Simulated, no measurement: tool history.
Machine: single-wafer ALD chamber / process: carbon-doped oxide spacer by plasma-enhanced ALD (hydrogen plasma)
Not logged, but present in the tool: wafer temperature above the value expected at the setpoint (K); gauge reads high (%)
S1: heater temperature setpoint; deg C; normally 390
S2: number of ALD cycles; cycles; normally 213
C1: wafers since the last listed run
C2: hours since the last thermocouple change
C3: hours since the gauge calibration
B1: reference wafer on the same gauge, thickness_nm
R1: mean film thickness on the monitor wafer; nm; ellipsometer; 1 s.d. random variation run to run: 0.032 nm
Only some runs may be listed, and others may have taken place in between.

Run 1, hour 0: usual settings; C1 0; C2 160.1; C3 1492; B1 11.898. Result: R1 12.838 nm.
Run 2, hour 50.5: usual settings; C1 89; C2 210.6; C3 1542.5; B1 11.892. Result: R1 12.84 nm.
Run 3, hour 118: usual settings; C1 119; C2 278.1; C3 1610; B1 11.889. Result: R1 12.796 nm.
Run 4, hour 175.4: usual settings but S1 400 deg C, S2 223 cycles; C1 101; C2 335.5; C3 1667.4; B1 11.882. Result: R1 13.431 nm.
Run 5, hour 240.1: usual settings but S1 400 deg C, S2 223 cycles; C1 114; C2 400.2; C3 1732.1; B1 11.882. Result: R1 13.381 nm.
Run 6, hour 306.4: usual settings; C1 117; C2 466.5; C3 1798.4; B1 11.878. Result: R1 12.83 nm.
Run 7, hour 352: usual settings; C1 80; C2 512.1; C3 1844; B1 11.88. Result: R1 12.865 nm.
Run 8, hour 423.6: usual settings; C1 126; C2 583.7; C3 1915.6; B1 11.867. Result: R1 12.812 nm.
Run 9, hour 473.8: usual settings; C1 88; C2 633.9; C3 1965.8; B1 11.859. Result: R1 12.803 nm.
Run 10, hour 504.2: usual settings; C1 53; C2 664.3; C3 1996.2; B1 11.871. Result: R1 12.766 nm.
Run 11, hour 582.6: usual settings but S2 227 cycles; C1 138; C2 742.7; C3 2074.6; B1 11.866. Result: R1 13.611 nm.
Run 12, hour 639: usual settings but S2 227 cycles; C1 99; C2 799.1; C3 2131; B1 11.854. Result: R1 13.603 nm.
At hour 642.4: gauge calibrated.
Run 13, hour 696.6: usual settings but S1 396 deg C; C1 101; C2 856.7; C3 54.2; B1 11.975. Result: R1 12.898 nm.
Run 14, hour 727.8: usual settings but S1 396 deg C; C1 55; C2 887.9; C3 85.4; B1 11.971. Result: R1 12.876 nm.
Run 15, hour 759.6: usual settings but S2 182 cycles; C1 56; C2 919.7; C3 117.2; B1 11.978. Result: R1 11.004 nm.
Run 16, hour 814.4: usual settings but S1 381 deg C; C1 96; C2 974.5; C3 172; B1 11.972. Result: R1 12.873 nm.
Run 17, hour 880.8: usual settings; C1 117; C2 1040.9; C3 238.4; B1 11.967. Result: R1 12.957 nm.
Run 18, hour 915.9: usual settings; C1 62; C2 1076; C3 273.5; B1 11.972. Result: R1 12.935 nm.
Run 19, hour 977.7: usual settings but S1 380 deg C, S2 233 cycles; C1 109; C2 1137.8; C3 335.3; B1 11.958. Result: R1 14.14 nm.
Run 20, hour 1038.1: usual settings but S1 377 deg C, S2 242 cycles; C1 106; C2 1198.2; C3 395.7; B1 11.958. Result: R1 14.696 nm.
Run 21, hour 1101.3: usual settings but S2 227 cycles; C1 111; C2 1261.4; C3 458.9; B1 11.955. Result: R1 13.788 nm.
Run 22, hour 1145.4: usual settings; C1 77; C2 1305.5; C3 503; B1 11.954. Result: R1 12.888 nm.
Run 23, hour 1177.7: usual settings but S1 381 deg C, S2 250 cycles; C1 57; C2 1337.8; C3 535.3; B1 11.953. Result: R1 15.117 nm.
At hour 1238.6: thermocouple changed; heater temperature recalibrated.
Run 24, hour 1239.3: usual settings; C1 94; C2 0.7; C3 596.9; B1 11.944. Result: R1 12.841 nm.
Run 25, hour 1283: usual settings but S1 382 deg C, S2 252 cycles; C1 77; C2 44.4; C3 640.6; B1 11.943. Result: R1 15.214 nm.
Run 26, hour 1348.1: usual settings; C1 115; C2 109.5; C3 705.7; B1 11.938. Result: R1 12.841 nm.
Run 27, hour 1413.2: usual settings but S1 405 deg C, S2 188 cycles; C1 115; C2 174.6; C3 770.8; B1 11.933. Result: R1 11.239 nm.
Run 28, hour 1474.5: usual settings but S1 405 deg C, S2 251 cycles; C1 108; C2 235.9; C3 832.1; B1 11.931. Result: R1 15.004 nm.
Run 29, hour 1519: usual settings; C1 78; C2 280.4; C3 876.6; B1 11.937. Result: R1 12.832 nm.
Run 30, hour 1572.1: usual settings but S1 399 deg C, S2 229 cycles; C1 93; C2 333.5; C3 929.7; B1 11.924. Result: R1 13.83 nm.
Run 31, hour 1637.1: usual settings but S1 397 deg C, S2 232 cycles; C1 114; C2 398.5; C3 994.7; B1 11.927. Result: R1 14.022 nm.
Run 32, hour 1668.9: usual settings but S2 175 cycles; C1 56; C2 430.3; C3 1026.5; B1 11.925. Result: R1 10.512 nm.
Run 33, hour 1705.1: usual settings but S1 400 deg C, S2 241 cycles; C1 64; C2 466.5; C3 1062.7; B1 11.92. Result: R1 14.499 nm.
Run 34, hour 1756.3: usual settings; C1 90; C2 517.7; C3 1113.9; B1 11.915. Result: R1 12.873 nm.
Run 35, hour 1813.6: usual settings but S1 396 deg C, S2 232 cycles; C1 101; C2 575; C3 1171.2; B1 11.912. Result: R1 14.036 nm.
Run 36, hour 1849.7: usual settings; C1 63; C2 611.1; C3 1207.3; B1 11.918. Result: R1 12.836 nm.
Run 37, hour 1910.9: usual settings; C1 108; C2 672.3; C3 1268.5; B1 11.911. Result: R1 12.857 nm.
Run 38, hour 2040.4: usual settings but S1 377 deg C; C1 229; C2 801.8; C3 1398; B1 11.901. Result: R1 12.849 nm.

Across each entry between runs, compare the hidden state at the last listed run before it with the hidden state at the first listed run after it:
Logged between run 12 and run 13: gauge calibrated (hour 642.4)
  gauge reads high (%): -1.17 -> -0.176
  measured less the result without the state, R1: -0.162 -> -0.023 nm
Logged between run 23 and run 24: thermocouple changed; heater temperature recalibrated (hour 1238.6)
  gauge reads high (%): -0.409 -> -0.439
  measured less the result without the state, R1: -0.062 -> -0.056 nm
